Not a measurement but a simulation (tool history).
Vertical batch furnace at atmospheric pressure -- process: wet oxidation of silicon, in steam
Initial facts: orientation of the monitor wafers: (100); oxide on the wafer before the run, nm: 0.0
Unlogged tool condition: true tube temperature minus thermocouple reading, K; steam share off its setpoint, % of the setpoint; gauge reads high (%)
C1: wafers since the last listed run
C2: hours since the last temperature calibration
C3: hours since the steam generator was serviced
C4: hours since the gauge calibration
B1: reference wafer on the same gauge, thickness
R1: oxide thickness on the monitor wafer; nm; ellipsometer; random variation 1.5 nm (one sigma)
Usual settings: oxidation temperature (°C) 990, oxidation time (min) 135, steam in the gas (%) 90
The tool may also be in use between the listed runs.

{"run": 1, "day": 0.0, "oxidation temperature (°C)": 990, "oxidation time (min)": 135, "steam in the gas (%)": 90, "C1": 0, "C2": 1952.5, "C3": 3487.5, "C4": 270.5, "B1": 570.35, "R1": 529.69}
{"run": 2, "day": 0.746, "oxidation temperature (°C)": 990, "oxidation time (min)": 135, "steam in the gas (%)": 90, "C1": 131, "C2": 1970.4, "C3": 3505.4, "C4": 288.4, "B1": 569.77, "R1": 530.29}
{"run": 3, "day": 1.654, "oxidation temperature (°C)": 990, "oxidation time (min)": 135, "steam in the gas (%)": 90, "C1": 159, "C2": 1992.2, "C3": 3527.2, "C4": 310.2, "B1": 570.8, "R1": 530.48}
{"run": 4, "day": 2.346, "oxidation temperature (°C)": 990, "oxidation time (min)": 135, "steam in the gas (%)": 90, "C1": 121, "C2": 2008.8, "C3": 3543.8, "C4": 326.8, "B1": 569.65, "R1": 527.13}
{"run": 5, "day": 4.746, "oxidation temperature (°C)": 990, "oxidation time (min)": 135, "steam in the gas (%)": 90, "C1": 422, "C2": 2066.4, "C3": 3601.4, "C4": 384.4, "B1": 570.3, "R1": 529.09}
{"run": 6, "day": 5.308, "oxidation temperature (°C)": 990, "oxidation time (min)": 135, "steam in the gas (%)": 90, "C1": 99, "C2": 2079.9, "C3": 3614.9, "C4": 397.9, "B1": 569.8, "R1": 528.39}
{"day": 6.35, "done": "gauge calibrated"}
{"run": 7, "day": 7.167, "oxidation temperature (°C)": 990, "oxidation time (min)": 135, "steam in the gas (%)": 90, "C1": 327, "C2": 2124.5, "C3": 3659.5, "C4": 19.6, "B1": 570.21, "R1": 527.16}
{"run": 8, "day": 7.671, "oxidation temperature (°C)": 990, "oxidation time (min)": 135, "steam in the gas (%)": 90, "C1": 88, "C2": 2136.6, "C3": 3671.6, "C4": 31.7, "B1": 569.82, "R1": 529.83}
{"run": 9, "day": 8.1, "oxidation temperature (°C)": 990, "oxidation time (min)": 135, "steam in the gas (%)": 90, "C1": 75, "C2": 2146.9, "C3": 3681.9, "C4": 42, "B1": 570.55, "R1": 528.39}
{"day": 9.367, "done": "thermocouples replaced and temperature profile calibrated"}
{"run": 10, "day": 9.388, "oxidation temperature (°C)": 990, "oxidation time (min)": 135, "steam in the gas (%)": 90, "C1": 50, "C2": 0.5, "C3": 3712.8, "C4": 72.9, "B1": 569.82, "R1": 528.52}
{"run": 11, "day": 9.633, "oxidation temperature (°C)": 990, "oxidation time (min)": 135, "steam in the gas (%)": 83, "C1": 43, "C2": 6.4, "C3": 3718.7, "C4": 78.8, "B1": 570.2, "R1": 500.31}
{"run": 12, "day": 10.062, "oxidation temperature (°C)": 990, "oxidation time (min)": 135, "steam in the gas (%)": 83, "C1": 75, "C2": 16.7, "C3": 3729, "C4": 89.1, "B1": 569.68, "R1": 500.23}
{"run": 13, "day": 10.417, "oxidation temperature (°C)": 990, "oxidation time (min)": 135, "steam in the gas (%)": 83, "C1": 62, "C2": 25.2, "C3": 3737.5, "C4": 97.6, "B1": 569.34, "R1": 502.83}
{"run": 14, "day": 11.15, "oxidation temperature (°C)": 990, "oxidation time (min)": 135, "steam in the gas (%)": 90, "C1": 129, "C2": 42.8, "C3": 3755.1, "C4": 115.2, "B1": 569.51, "R1": 527.19}
{"run": 15, "day": 11.996, "oxidation temperature (°C)": 990, "oxidation time (min)": 135, "steam in the gas (%)": 90, "C1": 148, "C2": 63.1, "C3": 3775.4, "C4": 135.5, "B1": 570.31, "R1": 529.51}
{"run": 16, "day": 12.538, "oxidation temperature (°C)": 1012, "oxidation time (min)": 135, "steam in the gas (%)": 79, "C1": 95, "C2": 76.1, "C3": 3788.4, "C4": 148.5, "B1": 570.09, "R1": 556.77}
{"day": 14.346, "done": "steam generator serviced"}
{"run": 17, "day": 14.367, "oxidation temperature (°C)": 999, "oxidation time (min)": 135, "steam in the gas (%)": 90, "C1": 146, "C2": 120, "C3": 0.5, "C4": 192.4, "B1": 570, "R1": 591.01}
{"run": 18, "day": 14.612, "oxidation temperature (°C)": 990, "oxidation time (min)": 135, "steam in the gas (%)": 90, "C1": 43, "C2": 125.9, "C3": 6.4, "C4": 198.3, "B1": 570.43, "R1": 561.88}
{"run": 19, "day": 14.962, "oxidation temperature (°C)": 976, "oxidation time (min)": 98.5, "steam in the gas (%)": 87, "C1": 61, "C2": 134.3, "C3": 14.8, "C4": 206.7, "B1": 570.49, "R1": 402.72}
{"run": 20, "day": 15.675, "oxidation temperature (°C)": 971, "oxidation time (min)": 135, "steam in the gas (%)": 81, "C1": 125, "C2": 151.4, "C3": 31.9, "C4": 223.8, "B1": 569.94, "R1": 457.34}
{"run": 21, "day": 16.608, "oxidation temperature (°C)": 1004, "oxidation time (min)": 163.5, "steam in the gas (%)": 97, "C1": 164, "C2": 173.8, "C3": 54.3, "C4": 246.2, "B1": 569.79, "R1": 722.47}
{"run": 22, "day": 17.562, "oxidation temperature (°C)": 990, "oxidation time (min)": 135, "steam in the gas (%)": 90, "C1": 168, "C2": 196.7, "C3": 77.2, "C4": 269.1, "B1": 569.34, "R1": 559.64}
{"run": 23, "day": 19.575, "oxidation temperature (°C)": 990, "oxidation time (min)": 97.5, "steam in the gas (%)": 90, "C1": 354, "C2": 245, "C3": 125.5, "C4": 317.4, "B1": 569.56, "R1": 451.77}
{"run": 24, "day": 20.179, "oxidation temperature (°C)": 974, "oxidation time (min)": 135, "steam in the gas (%)": 90, "C1": 106, "C2": 259.5, "C3": 140, "C4": 331.9, "B1": 569.84, "R1": 502.92}
{"run": 25, "day": 20.567, "oxidation temperature (°C)": 990, "oxidation time (min)": 71.5, "steam in the gas (%)": 90, "C1": 68, "C2": 268.8, "C3": 149.3, "C4": 341.2, "B1": 569.84, "R1": 364.62}
{"run": 26, "day": 21.412, "oxidation temperature (°C)": 1007, "oxidation time (min)": 85.5, "steam in the gas (%)": 78, "C1": 148, "C2": 289.1, "C3": 169.6, "C4": 361.5, "B1": 570.05, "R1": 419.79}
{"run": 27, "day": 22.225, "oxidation temperature (°C)": 990, "oxidation time (min)": 135, "steam in the gas (%)": 90, "C1": 143, "C2": 308.6, "C3": 189.1, "C4": 381, "B1": 569.27, "R1": 560.64}
{"run": 28, "day": 22.654, "oxidation temperature (°C)": 990, "oxidation time (min)": 135, "steam in the gas (%)": 90, "C1": 75, "C2": 318.9, "C3": 199.4, "C4": 391.3, "B1": 570.15, "R1": 558.2}
{"run": 29, "day": 23.196, "oxidation temperature (°C)": 972, "oxidation time (min)": 200, "steam in the gas (%)": 81, "C1": 95, "C2": 331.9, "C3": 212.4, "C4": 404.3, "B1": 569.16, "R1": 597.84}
{"run": 30, "day": 23.7, "oxidation temperature (°C)": 990, "oxidation time (min)": 135, "steam in the gas (%)": 90, "C1": 88, "C2": 344, "C3": 224.5, "C4": 416.4, "B1": 570.21, "R1": 558.4}
{"run": 31, "day": 24.267, "oxidation temperature (°C)": 973, "oxidation time (min)": 174, "steam in the gas (%)": 86, "C1": 99, "C2": 357.6, "C3": 238.1, "C4": 430, "B1": 570.44, "R1": 571.94}
{"run": 32, "day": 24.871, "oxidation temperature (°C)": 990, "oxidation time (min)": 135, "steam in the gas (%)": 90, "C1": 106, "C2": 372.1, "C3": 252.6, "C4": 444.5, "B1": 570.18, "R1": 557.87}
{"run": 33, "day": 25.258, "oxidation temperature (°C)": 975, "oxidation time (min)": 135, "steam in the gas (%)": 79, "C1": 68, "C2": 381.4, "C3": 261.9, "C4": 453.8, "B1": 569.91, "R1": 461.01}
{"run": 34, "day": 26.192, "oxidation temperature (°C)": 990, "oxidation time (min)": 135, "steam in the gas (%)": 90, "C1": 164, "C2": 403.8, "C3": 284.3, "C4": 476.2, "B1": 570.16, "R1": 558.41}
{"day": 26.429, "done": "gauge calibrated"}
{"run": 35, "day": 26.679, "oxidation temperature (°C)": 1014, "oxidation time (min)": 194, "steam in the gas (%)": 95, "C1": 85, "C2": 415.5, "C3": 296, "C4": 6, "B1": 569.98, "R1": 830.04}
{"run": 36, "day": 27.658, "oxidation temperature (°C)": 990, "oxidation time (min)": 135, "steam in the gas (%)": 84, "C1": 172, "C2": 439, "C3": 319.5, "C4": 29.5, "B1": 569.78, "R1": 532.36}
{"run": 37, "day": 28.429, "oxidation temperature (°C)": 996, "oxidation time (min)": 135, "steam in the gas (%)": 90, "C1": 135, "C2": 457.5, "C3": 338, "C4": 48, "B1": 570.45, "R1": 577.28}
{"run": 38, "day": 29.262, "oxidation temperature (°C)": 990, "oxidation time (min)": 135, "steam in the gas (%)": 90, "C1": 146, "C2": 477.5, "C3": 358, "C4": 68, "B1": 569.71, "R1": 556.51}

Give the tool's hidden conditions for every run:
true tube temperature minus thermocouple reading, K: 0 across all the runs
gauge reads high (%): 0 across all the runs
H1: steam share off its setpoint, % of the setpoint
run=1 H1=-9.27
run=2 H1=-9.32
run=3 H1=-9.37
run=4 H1=-9.41
run=5 H1=-9.54
run=6 H1=-9.58
run=7 H1=-9.68
run=8 H1=-9.71
run=9 H1=-9.73
run=10 H1=-9.81
run=11 H1=-9.82
run=12 H1=-9.85
run=13 H1=-9.87
run=14 H1=-9.91
run=15 H1=-9.96
run=16 H1=-9.99
run=17 H1=-1.16
run=18 H1=-1.17
run=19 H1=-1.19
run=20 H1=-1.23
run=21 H1=-1.29
run=22 H1=-1.34
run=23 H1=-1.46
run=24 H1=-1.49
run=25 H1=-1.51
run=26 H1=-1.56
run=27 H1=-1.61
run=28 H1=-1.63
run=29 H1=-1.66
run=30 H1=-1.69
run=31 H1=-1.72
run=32 H1=-1.76
run=33 H1=-1.78
run=34 H1=-1.83
run=35 H1=-1.86
run=36 H1=-1.92
run=37 H1=-1.96
run=38 H1=-2.01

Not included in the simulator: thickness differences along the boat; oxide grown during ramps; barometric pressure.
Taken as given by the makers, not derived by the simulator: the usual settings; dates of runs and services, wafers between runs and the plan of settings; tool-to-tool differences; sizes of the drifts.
